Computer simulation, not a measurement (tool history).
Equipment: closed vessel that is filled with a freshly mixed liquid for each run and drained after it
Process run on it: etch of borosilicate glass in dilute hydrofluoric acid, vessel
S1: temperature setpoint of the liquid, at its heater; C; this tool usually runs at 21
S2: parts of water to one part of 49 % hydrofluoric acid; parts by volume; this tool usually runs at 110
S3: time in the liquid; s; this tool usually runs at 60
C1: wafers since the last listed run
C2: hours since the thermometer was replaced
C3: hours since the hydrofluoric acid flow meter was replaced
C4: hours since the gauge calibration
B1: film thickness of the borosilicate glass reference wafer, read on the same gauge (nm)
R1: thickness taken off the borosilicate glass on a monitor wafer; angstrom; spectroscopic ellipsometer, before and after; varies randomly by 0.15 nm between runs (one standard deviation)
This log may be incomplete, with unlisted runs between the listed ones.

run   hour    S1   S2  S3    C1      C2      C3     C4     B1     R1
  1      0    21  140  60     0   977.7  1097.6  230.3  29.99  132.6
  2   31.5  22.5  110  60  3328  1009.2  1129.1  261.8     30  185.1
  3   61.6  23.5  110  45  3180  1039.3  1159.2  291.9  30.03  144.3
  4   93.2  23.5  110  45  3338  1070.9  1190.8  323.5  29.94    143
  5  110.3  23.5  110  45  1806    1088  1207.9  340.6  29.96  141.9
  6  124.4    21  150  60  1489  1102.1    1222  354.7  30.03  122.3
  7  140.5    21  150  60  1701  1118.2  1238.1  370.8     30  119.3
  8  154.9    21  150  60  1521  1132.6  1252.5  385.2  30.02  120.4
     172.6  -- gauge calibrated
     237.6  -- thermometer replaced
  9  242.7    21  110  60  9171     5.1  1340.3   70.1     30  175.7
 10  264.9    21  110  60  2345    27.3  1362.5   92.3  30.05  174.5
 11  283.5    21  110  35  1965    45.9  1381.1  110.9  30.03    102
 12  301.1    21   60  30  1859    63.5  1398.7  128.5  30.07  172.2
 13  327.3    21  110  60  2768    89.7  1424.9  154.7  29.98  175.1
     351.1  -- hydrofluoric acid flow meter replaced
 14  354.9    21   80  35  2810   117.3     3.8  182.3  30.02  143.8
 15  428.4  22.5   85  60  7766   190.8    77.3  255.8  29.98    247
 16  446.6    21  110  60  1923     209    95.5    274     30  170.9
 17  462.9    17  145  85  1722   225.3   111.8  290.3  29.99  149.7
 18  478.7    19  130  75  1669   241.1   127.6  306.1  30.02  166.3
 19    491  18.5   85  60  1299   253.4   139.9  318.4  29.99  209.3
 20    506  17.5   60  60  1584   268.4   154.9  333.4  30.01  286.6
     515.6  -- gauge calibrated
 21  522.2    21  110  60  1711   284.6   171.1    6.6  29.99    176
 22  550.9    24  110  60  3032   313.3   199.8   35.3  29.97  196.3

What if the next run were any one of these 5? Each begins from the tool's condition after run 22:
  A  551.6  17.5  110  60  73  314  200.5  36   ?   ?
  B  551.6    21  110  85  73  314  200.5  36   ?   ?
  C  551.6    21   70  60  73  314  200.5  36   ?   ?
  D  551.6    24  110  35  73  314  200.5  36   ?   ?
  E  551.6    19  150  90  73  314  200.5  36   ?   ?

run  B1     R1
  A  30    149
  B  30  243.8
  C  30  283.2
  D  30  113.1
  E  30  167.3
Take away the tool's hidden state, keep each run's random variation, and the runs would have read:
run     R1
  A    149
  B  243.8
  C  283.2
  D  113.1
  E  167.3

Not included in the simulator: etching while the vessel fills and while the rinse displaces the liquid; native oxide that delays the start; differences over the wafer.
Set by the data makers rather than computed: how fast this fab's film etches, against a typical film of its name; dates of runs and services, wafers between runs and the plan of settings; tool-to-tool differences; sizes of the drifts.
